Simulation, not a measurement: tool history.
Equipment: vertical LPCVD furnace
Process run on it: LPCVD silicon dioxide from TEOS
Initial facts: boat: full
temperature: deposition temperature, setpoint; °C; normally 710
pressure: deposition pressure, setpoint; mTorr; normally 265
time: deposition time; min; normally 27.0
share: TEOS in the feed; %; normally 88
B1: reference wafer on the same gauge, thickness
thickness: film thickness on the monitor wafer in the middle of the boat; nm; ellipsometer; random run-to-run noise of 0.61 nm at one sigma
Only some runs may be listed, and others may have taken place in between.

Run 1, hour 0.0: usual settings but pressure 225 mTorr, time 29.5 min; B1 240.92. Result: thickness 310.71 nm.
Run 2, hour 27.2: usual settings but share 74 %; B1 240.91. Result: thickness 282.55 nm.
Run 3, hour 61.5: usual settings but share 74 %; B1 241.10. Result: thickness 281.18 nm.
Run 4, hour 77.6: usual settings but temperature 706 °C, time 21.0 min; B1 241.02. Result: thickness 218.41 nm.
Run 5, hour 109.7: usual settings but temperature 706 °C, time 21.0 min; B1 241.10. Result: thickness 219.05 nm.
Run 6, hour 142.0: usual settings but temperature 706 °C, time 21.0 min; B1 241.07. Result: thickness 219.20 nm.
Run 7, hour 166.3: usual settings but pressure 250 mTorr, time 24.0 min; B1 241.08. Result: thickness 266.81 nm.
Run 8, hour 191.7: usual settings but pressure 250 mTorr, time 24.0 min; B1 240.98. Result: thickness 266.28 nm.
Run 9, hour 224.6: usual settings but pressure 250 mTorr, time 24.0 min; B1 240.83. Result: thickness 281.03 nm.
Run 10, hour 245.7: usual settings but share 77 %; B1 240.96. Result: thickness 304.78 nm.
Run 11, hour 266.1: usual settings; B1 240.91. Result: thickness 325.59 nm.
Run 12, hour 339.9: usual settings; B1 240.91. Result: thickness 326.37 nm.
Run 13, hour 384.0: usual settings; B1 240.96. Result: thickness 325.43 nm.
Run 14, hour 413.2: usual settings; B1 240.88. Result: thickness 290.36 nm.
Run 15, hour 437.4: usual settings but temperature 707 °C, share 97 %; B1 240.99. Result: thickness 285.43 nm.
Run 16, hour 461.5: usual settings; B1 240.98. Result: thickness 292.47 nm.
Run 17, hour 477.8: usual settings but pressure 200 mTorr; B1 241.00. Result: thickness 253.59 nm.
Run 18, hour 521.2: usual settings but temperature 707 °C, share 97 %; B1 240.89. Result: thickness 285.84 nm.
Run 19, hour 525.2: usual settings but temperature 715 °C, pressure 215 mTorr, time 35.0 min, share 96 %; B1 240.89. Result: thickness 399.94 nm.
Run 20, hour 550.6: usual settings; B1 240.79. Result: thickness 292.94 nm.
Run 21, hour 564.2: usual settings but temperature 722 °C, pressure 325 mTorr, time 16.5 min, share 97 %; B1 241.00. Result: thickness 271.99 nm.
Run 22, hour 576.6: usual settings but temperature 698 °C, pressure 245 mTorr, time 37.5 min, share 93 %; B1 240.94. Result: thickness 304.91 nm.
Run 23, hour 594.8: usual settings but temperature 699 °C, pressure 285 mTorr, share 73 %; B1 240.91. Result: thickness 214.12 nm.
Run 24, hour 617.0: usual settings but temperature 715 °C, pressure 210 mTorr, time 34.5 min, share 93 %; B1 240.83. Result: thickness 382.75 nm.
Run 25, hour 630.1: usual settings but temperature 720 °C, time 16.5 min, share 96 %; B1 241.03. Result: thickness 233.72 nm.
Run 26, hour 691.7: usual settings; B1 241.00. Result: thickness 292.35 nm.
Run 27, hour 719.2: usual settings but temperature 707 °C, share 97 %; B1 241.05. Result: thickness 287.11 nm.
Run 28, hour 748.7: usual settings but temperature 704 °C, time 23.0 min, share 97 %; B1 241.05. Result: thickness 228.38 nm.
Run 29, hour 780.1: usual settings; B1 240.93. Result: thickness 293.05 nm.
Run 30, hour 802.2: usual settings but time 35.0 min; B1 241.06. Result: thickness 379.68 nm.
Run 31, hour 826.0: usual settings; B1 241.09. Result: thickness 292.80 nm.
Run 32, hour 850.4: usual settings but pressure 315 mTorr; B1 241.14. Result: thickness 320.11 nm.

Withheld: 5 entries from between the runs. Position of each, and hidden state at the listed run before versus the listed run after:
In the gap between runs 8 and 9: thermocouples replaced and temperature profile calibrated (hour 222.9)
  true tube temperature minus thermocouple reading, K: 2.79 -> 5.11
  measured less the result without the state, thickness: +16.33 -> +30.72 nm
In the gap between runs 12 and 13: gauge calibrated (hour 366.1); TEOS flow controller replaced (hour 383.5)
  true tube temperature minus thermocouple reading, K: 5.17 -> 5.19
  measured less the result without the state, thickness: +36.06 -> +36.10 nm
In the gap between runs 13 and 14: thermocouples replaced and temperature profile calibrated, repeated, since the last time left the tool worse (hour 412.7)
  true tube temperature minus thermocouple reading, K: 5.19 -> 0.346
  measured less the result without the state, thickness: +36.10 -> +2.27 nm
In the gap between runs 17 and 18: pressure gauge zeroed (hour 520.7)
  true tube temperature minus thermocouple reading, K: 0.378 -> 0.399
  measured less the result without the state, thickness: +2.17 -> +2.61 nm
